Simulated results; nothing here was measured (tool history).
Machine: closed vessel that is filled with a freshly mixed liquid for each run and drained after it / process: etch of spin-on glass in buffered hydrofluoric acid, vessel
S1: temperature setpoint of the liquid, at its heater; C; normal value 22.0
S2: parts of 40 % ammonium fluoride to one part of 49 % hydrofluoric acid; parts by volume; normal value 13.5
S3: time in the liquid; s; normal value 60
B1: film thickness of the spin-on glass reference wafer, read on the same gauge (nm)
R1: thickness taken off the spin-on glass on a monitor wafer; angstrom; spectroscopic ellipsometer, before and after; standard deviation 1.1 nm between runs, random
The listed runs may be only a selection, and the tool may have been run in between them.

Run 1, day 0.000: usual settings; B1 129.99. Result: R1 1415.2 angstrom.
Run 2, day 0.804: usual settings but S3 50 s; B1 129.97. Result: R1 1190.6 angstrom.
Run 3, day 1.850: usual settings; B1 129.99. Result: R1 1418.0 angstrom.
Run 4, day 6.071: usual settings but S1 24.0 C; B1 129.97. Result: R1 1606.5 angstrom.
Run 5, day 7.229: usual settings but S2 17.0 parts by volume, S3 80 s; B1 129.96. Result: R1 1525.7 angstrom.
Run 6, day 8.608: usual settings; B1 130.00. Result: R1 1452.9 angstrom.
At day 9.354: hydrofluoric acid flow meter replaced.
Run 7, day 9.550: usual settings; B1 129.98. Result: R1 1334.9 angstrom.
Run 8, day 10.912: usual settings; B1 130.00. Result: R1 1327.3 angstrom.
Run 9, day 12.338: usual settings; B1 130.00. Result: R1 1312.5 angstrom.
Run 10, day 13.092: usual settings; B1 130.02. Result: R1 1293.8 angstrom.
Run 11, day 14.092: usual settings; B1 130.00. Result: R1 1318.2 angstrom.
Run 12, day 14.946: usual settings; B1 130.01. Result: R1 1332.1 angstrom.
Run 13, day 15.550: usual settings; B1 130.03. Result: R1 1315.8 angstrom.
Run 14, day 16.454: usual settings but S1 19.0 C, S2 15.0 parts by volume, S3 90 s; B1 130.00. Result: R1 1500.6 angstrom.
Run 15, day 17.233: usual settings but S1 17.5 C, S2 18.0 parts by volume, S3 80 s; B1 130.01. Result: R1 1047.9 angstrom.
Run 16, day 18.150: usual settings but S1 23.5 C; B1 130.04. Result: R1 1457.5 angstrom.
At day 18.271: gauge calibrated.
At day 18.862: thermometer replaced.
Run 17, day 19.375: usual settings but S2 8.5 parts by volume, S3 30 s; B1 129.97. Result: R1 1032.2 angstrom.
Run 18, day 20.133: usual settings but S3 40 s; B1 130.02. Result: R1 892.9 angstrom.
Run 19, day 20.862: usual settings; B1 129.99. Result: R1 1329.7 angstrom.
Run 20, day 22.004: usual settings; B1 130.02. Result: R1 1337.6 angstrom.
Run 21, day 22.533: usual settings but S2 16.0 parts by volume, S3 90 s; B1 129.98. Result: R1 1682.1 angstrom.
Run 22, day 23.512: usual settings but S2 8.5 parts by volume; B1 129.98. Result: R1 2093.3 angstrom.
Run 23, day 24.208: usual settings but S1 25.5 C, S2 15.5 parts by volume, S3 40 s; B1 129.96. Result: R1 944.3 angstrom.
Run 24, day 25.308: usual settings but S1 26.0 C, S2 15.5 parts by volume, S3 80 s; B1 130.03. Result: R1 1939.1 angstrom.
Run 25, day 26.250: usual settings but S1 26.0 C; B1 129.99. Result: R1 1670.3 angstrom.
Run 26, day 26.992: usual settings but S1 20.0 C, S2 10.0 parts by volume, S3 80 s; B1 129.98. Result: R1 2130.9 angstrom.
Run 27, day 27.850: usual settings but S1 17.0 C, S2 8.5 parts by volume, S3 40 s; B1 129.97. Result: R1 1052.7 angstrom.
Run 28, day 29.033: usual settings but S1 19.5 C, S2 10.0 parts by volume; B1 130.00. Result: R1 1545.9 angstrom.
Run 29, day 29.988: usual settings but S1 24.5 C; B1 130.00. Result: R1 1569.9 angstrom.
Run 30, day 31.446: usual settings; B1 129.97. Result: R1 1338.5 angstrom.
Run 31, day 31.954: usual settings; B1 130.03. Result: R1 1360.7 angstrom.
Run 32, day 33.433: usual settings but S1 27.0 C; B1 129.99. Result: R1 1789.7 angstrom.

Selected run-to-run steps in R1, each split into two signed amounts: the part the tool would show with no hidden state at all (from settings, incoming material and random variation), and the remainder, which goes to the hidden state together with any gauge scatter not common to the measured and the hidden-state-free results:
Hidden conditions of the tool in this case: liquid hotter than its thermometer reads (K); hydrofluoric acid flow above the setpoint (%); gauge reads high (%).
Run 6 -> 7: hydrofluoric acid flow meter replaced. R1 -118.0 angstrom: hidden state -128.6, all else +10.6.
Run 22 -> 23: S1 22.0 -> 25.5, S2 8.5 -> 15.5, S3 60 -> 40. R1 -1149.0 angstrom: hidden state -35.3, all else -1113.7.
Run 23 -> 24: S1 25.5 -> 26.0, S3 40 -> 80. R1 +994.8 angstrom: hidden state +30.7, all else +964.1.
Run 26 -> 27: S1 20.0 -> 17.0, S2 10.0 -> 8.5, S3 80 -> 40. R1 -1078.2 angstrom: hidden state -5.4, all else -1072.8.
